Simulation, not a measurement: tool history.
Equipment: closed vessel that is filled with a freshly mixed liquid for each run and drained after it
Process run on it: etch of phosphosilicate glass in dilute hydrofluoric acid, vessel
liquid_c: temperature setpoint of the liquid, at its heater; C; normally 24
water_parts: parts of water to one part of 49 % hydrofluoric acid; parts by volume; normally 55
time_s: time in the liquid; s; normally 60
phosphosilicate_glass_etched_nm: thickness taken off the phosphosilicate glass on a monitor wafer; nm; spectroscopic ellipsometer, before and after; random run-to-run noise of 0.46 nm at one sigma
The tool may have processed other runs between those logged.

run,hour,liquid_c,water_parts,time_s,wafers since the last listed run,hours since the thermometer was replaced,hours since the hydrofluoric acid flow meter was replaced,hours since the gauge calibration,"read-back film thickness of the phosphosilicate glass reference wafer, read on the same gauge (nm)",phosphosilicate_glass_etched_nm
1,0,24,55,60,0,876,643.9,2105.6,131.93,80.42
2,39.5,24,55,60,5463,915.5,683.4,2145.1,131.94,79.31
3,143,24,55,60,14316,1019,786.9,2248.6,132.06,79.58
4,225.5,24,55,60,11411,1101.5,869.4,2331.1,132.11,78.76
5,326.1,24,55,60,13915,1202.1,970,2431.7,132.19,79.28
6,414.2,24,55,60,12186,1290.2,1058.1,2519.8,132.3,79.24
7,452.6,24,55,60,5311,1328.6,1096.5,2558.2,132.34,79.34
8,521.7,24,80,45,9558,1397.7,1165.6,2627.3,132.36,39.7
9,608.1,24,80,45,11951,1484.1,1252,2713.7,132.44,39.71
# hour 619.6: hydrofluoric acid flow meter replaced
10,843.1,24,80,45,32368,1719.1,223.5,2948.7,132.68,40.02
11,896.7,19.5,80,60,7414,1772.7,277.1,3002.3,132.71,44.05
12,998.8,24,55,60,14123,1874.8,379.2,3104.4,132.8,79.88
13,1042,29,70,30,5975,1918,422.4,3147.6,132.82,37.15
14,1144,24,75,70,14109,2020,524.4,3249.6,132.92,66.25
15,1246.3,24,55,45,14150,2122.3,626.7,3351.9,133.01,60.28
16,1329.8,24,55,60,11550,2205.8,710.2,3435.4,133.14,79.75
17,1583,24,30,60,35024,2459,963.4,3688.6,133.31,152.47
18,1664,19.5,80,60,11204,2540,1044.4,3769.6,133.41,43.92
19,1744.4,19.5,30,60,11121,2620.4,1124.8,3850,133.46,125.82
# hour 1753.4: thermometer replaced
20,1819.2,27,80,60,10208,65.8,1199.6,3924.8,133.54,60.32
# hour 1880.5: hydrofluoric acid flow meter replaced
21,1914.3,24,65,60,13016,160.9,33.8,4019.9,133.58,67.13
22,2018,24,70,85,14344,264.6,137.5,4123.6,133.7,87.76
23,2102.1,24,55,60,11633,348.7,221.6,4207.7,133.78,80.65
# hour 2141.1: gauge calibrated
24,2175.3,24,55,60,10125,421.9,294.8,34.2,129.55,77.98
25,2243.4,28.5,80,40,9420,490,362.9,102.3,129.58,41.01
26,2310.4,24,55,60,9267,557,429.9,169.3,129.67,78.05
27,2350.4,28,70,85,5533,597,469.9,209.3,129.74,99.15
28,2442.4,26.5,70,60,12726,689,561.9,301.3,129.79,66.47
29,2486.7,24,80,40,6127,733.3,606.2,345.6,129.83,34.44
30,2786,19.5,55,60,41401,1032.6,905.5,644.9,130.08,64.9
31,2883.2,28,70,85,13445,1129.8,1002.7,742.1,130.14,100.16
32,2988.4,29,35,75,14551,1235,1107.9,847.3,130.29,193.95

Difference, measured minus no-hidden-state, one row per run. Run-to-run variation is common to both terms; the gauge's own scatter need not be:
Hidden state at play: liquid colder than its thermometer reads (K); hydrofluoric acid flow above the setpoint (%); gauge reads high (%).
run,phosphosilicate_glass_etched_nm
1,+1.17
2,+1.17
3,+1.23
4,+1.26
5,+1.32
6,+1.36
7,+1.38
8,+0.72
9,+0.73
10,+0.8
11,+0.9
12,+1.68
13,+0.79
14,+1.46
15,+1.37
16,+1.85
17,+3.79
18,+1.11
19,+3.26
20,+1.59
21,+1.81
22,+2.43
23,+2.28
24,-0.27
25,-0.12
26,-0.2
27,-0.22
28,-0.11
29,-0.05
30,+0.04
31,+0.13
32,+0.4

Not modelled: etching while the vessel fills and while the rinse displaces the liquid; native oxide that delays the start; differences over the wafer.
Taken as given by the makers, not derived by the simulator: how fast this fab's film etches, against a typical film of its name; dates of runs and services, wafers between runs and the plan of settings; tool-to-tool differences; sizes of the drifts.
